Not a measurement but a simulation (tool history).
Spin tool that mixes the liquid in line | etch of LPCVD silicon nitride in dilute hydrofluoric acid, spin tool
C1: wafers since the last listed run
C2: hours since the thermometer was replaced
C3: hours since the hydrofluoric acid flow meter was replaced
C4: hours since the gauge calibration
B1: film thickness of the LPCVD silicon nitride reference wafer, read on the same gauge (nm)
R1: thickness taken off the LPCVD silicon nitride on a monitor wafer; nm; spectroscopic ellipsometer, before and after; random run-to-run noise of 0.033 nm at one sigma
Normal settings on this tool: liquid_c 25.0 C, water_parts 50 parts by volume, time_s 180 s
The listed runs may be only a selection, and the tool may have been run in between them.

{"run": 1, "hour": 0.0, "liquid_c": 25.0, "water_parts": 50, "time_s": 180, "C1": 0, "C2": 78.0, "C3": 795.3, "C4": 481.7, "B1": 139.993, "R1": 1.835}
{"run": 2, "hour": 55.3, "liquid_c": 24.0, "water_parts": 50, "time_s": 180, "C1": 266, "C2": 133.3, "C3": 850.6, "C4": 537.0, "B1": 139.997, "R1": 1.69}
{"run": 3, "hour": 106.8, "liquid_c": 24.0, "water_parts": 50, "time_s": 180, "C1": 247, "C2": 184.8, "C3": 902.1, "C4": 588.5, "B1": 140.066, "R1": 1.714}
{"run": 4, "hour": 135.4, "liquid_c": 25.0, "water_parts": 50, "time_s": 180, "C1": 137, "C2": 213.4, "C3": 930.7, "C4": 617.1, "B1": 140.026, "R1": 1.868}
{"run": 5, "hour": 183.8, "liquid_c": 25.0, "water_parts": 50, "time_s": 180, "C1": 232, "C2": 261.8, "C3": 979.1, "C4": 665.5, "B1": 140.028, "R1": 1.898}
{"run": 6, "hour": 247.9, "liquid_c": 25.0, "water_parts": 50, "time_s": 180, "C1": 308, "C2": 325.9, "C3": 1043.2, "C4": 729.6, "B1": 139.989, "R1": 1.918}
{"run": 7, "hour": 322.0, "liquid_c": 25.0, "water_parts": 50, "time_s": 180, "C1": 356, "C2": 400.0, "C3": 1117.3, "C4": 803.7, "B1": 140.01, "R1": 1.881}
{"run": 8, "hour": 357.7, "liquid_c": 26.5, "water_parts": 50, "time_s": 180, "C1": 171, "C2": 435.7, "C3": 1153.0, "C4": 839.4, "B1": 140.031, "R1": 2.059}
{"run": 9, "hour": 423.9, "liquid_c": 25.0, "water_parts": 50, "time_s": 180, "C1": 318, "C2": 501.9, "C3": 1219.2, "C4": 905.6, "B1": 139.999, "R1": 1.925}
{"run": 10, "hour": 456.6, "liquid_c": 25.0, "water_parts": 50, "time_s": 180, "C1": 157, "C2": 534.6, "C3": 1251.9, "C4": 938.3, "B1": 139.946, "R1": 1.995}
{"run": 11, "hour": 500.3, "liquid_c": 25.0, "water_parts": 50, "time_s": 180, "C1": 210, "C2": 578.3, "C3": 1295.6, "C4": 982.0, "B1": 139.986, "R1": 1.963}
{"run": 12, "hour": 552.2, "liquid_c": 28.0, "water_parts": 50, "time_s": 180, "C1": 249, "C2": 630.2, "C3": 1347.5, "C4": 1033.9, "B1": 139.983, "R1": 2.282}
{"run": 13, "hour": 688.5, "liquid_c": 27.0, "water_parts": 50, "time_s": 180, "C1": 655, "C2": 766.5, "C3": 1483.8, "C4": 1170.2, "B1": 139.974, "R1": 2.312}
{"run": 14, "hour": 721.8, "liquid_c": 27.0, "water_parts": 50, "time_s": 180, "C1": 160, "C2": 799.8, "C3": 1517.1, "C4": 1203.5, "B1": 140.005, "R1": 2.176}
{"run": 15, "hour": 792.1, "liquid_c": 26.5, "water_parts": 50, "time_s": 180, "C1": 338, "C2": 870.1, "C3": 1587.4, "C4": 1273.8, "B1": 139.994, "R1": 2.135}
{"hour": 811.9, "done": "gauge calibrated"}
{"hour": 913.3, "done": "thermometer replaced"}
{"run": 16, "hour": 976.2, "liquid_c": 28.0, "water_parts": 50, "time_s": 215, "C1": 881, "C2": 62.9, "C3": 1771.5, "C4": 164.3, "B1": 140.033, "R1": 2.568}
{"run": 17, "hour": 1025.7, "liquid_c": 26.5, "water_parts": 35, "time_s": 210, "C1": 238, "C2": 112.4, "C3": 1821.0, "C4": 213.8, "B1": 140.03, "R1": 3.226}
{"run": 18, "hour": 1054.5, "liquid_c": 28.0, "water_parts": 50, "time_s": 135, "C1": 138, "C2": 141.2, "C3": 1849.8, "C4": 242.6, "B1": 140.051, "R1": 1.618}
{"run": 19, "hour": 1120.1, "liquid_c": 25.0, "water_parts": 50, "time_s": 180, "C1": 315, "C2": 206.8, "C3": 1915.4, "C4": 308.2, "B1": 139.983, "R1": 1.749}
{"run": 20, "hour": 1163.8, "liquid_c": 21.0, "water_parts": 40, "time_s": 180, "C1": 210, "C2": 250.5, "C3": 1959.1, "C4": 351.9, "B1": 140.02, "R1": 1.639}
{"run": 21, "hour": 1218.2, "liquid_c": 28.5, "water_parts": 55, "time_s": 180, "C1": 261, "C2": 304.9, "C3": 2013.5, "C4": 406.3, "B1": 139.973, "R1": 2.034}
{"hour": 1290.5, "done": "hydrofluoric acid flow meter replaced"}
{"run": 22, "hour": 1345.7, "liquid_c": 27.0, "water_parts": 50, "time_s": 180, "C1": 608, "C2": 432.4, "C3": 55.2, "C4": 533.8, "B1": 140.001, "R1": 2.246}
{"run": 23, "hour": 1403.4, "liquid_c": 25.0, "water_parts": 75, "time_s": 120, "C1": 277, "C2": 490.1, "C3": 112.9, "C4": 591.5, "B1": 140.045, "R1": 0.883}
{"run": 24, "hour": 1454.3, "liquid_c": 25.0, "water_parts": 70, "time_s": 140, "C1": 244, "C2": 541.0, "C3": 163.8, "C4": 642.4, "B1": 140.03, "R1": 1.153}
{"run": 25, "hour": 1487.9, "liquid_c": 25.0, "water_parts": 50, "time_s": 180, "C1": 161, "C2": 574.6, "C3": 197.4, "C4": 676.0, "B1": 139.965, "R1": 2.022}
{"run": 26, "hour": 1541.0, "liquid_c": 25.0, "water_parts": 30, "time_s": 280, "C1": 255, "C2": 627.7, "C3": 250.5, "C4": 729.1, "B1": 140.056, "R1": 5.018}
{"run": 27, "hour": 1601.7, "liquid_c": 27.0, "water_parts": 30, "time_s": 235, "C1": 292, "C2": 688.4, "C3": 311.2, "C4": 789.8, "B1": 140.025, "R1": 4.895}
{"run": 28, "hour": 1659.1, "liquid_c": 25.0, "water_parts": 25, "time_s": 180, "C1": 276, "C2": 745.8, "C3": 368.6, "C4": 847.2, "B1": 140.008, "R1": 3.994}

For each entry between runs, how does the tool's hidden state at the last listed run before it compare with that at the first listed run after it?
Runs 15 to 16: gauge calibrated (hour 811.9); thermometer replaced (hour 913.3)
  liquid hotter than its thermometer reads (K): 1.64 -> 0.127; hydrofluoric acid flow below the setpoint (%): 7.23 -> 8
  measured minus no-state result, R1: +0.071 -> -0.197 nm
Runs 21 to 22: hydrofluoric acid flow meter replaced (hour 1290.5)
  liquid hotter than its thermometer reads (K): 0.563 -> 0.793; hydrofluoric acid flow below the setpoint (%): 9.01 -> 0.775
  measured minus no-state result, R1: -0.120 -> +0.097 nm
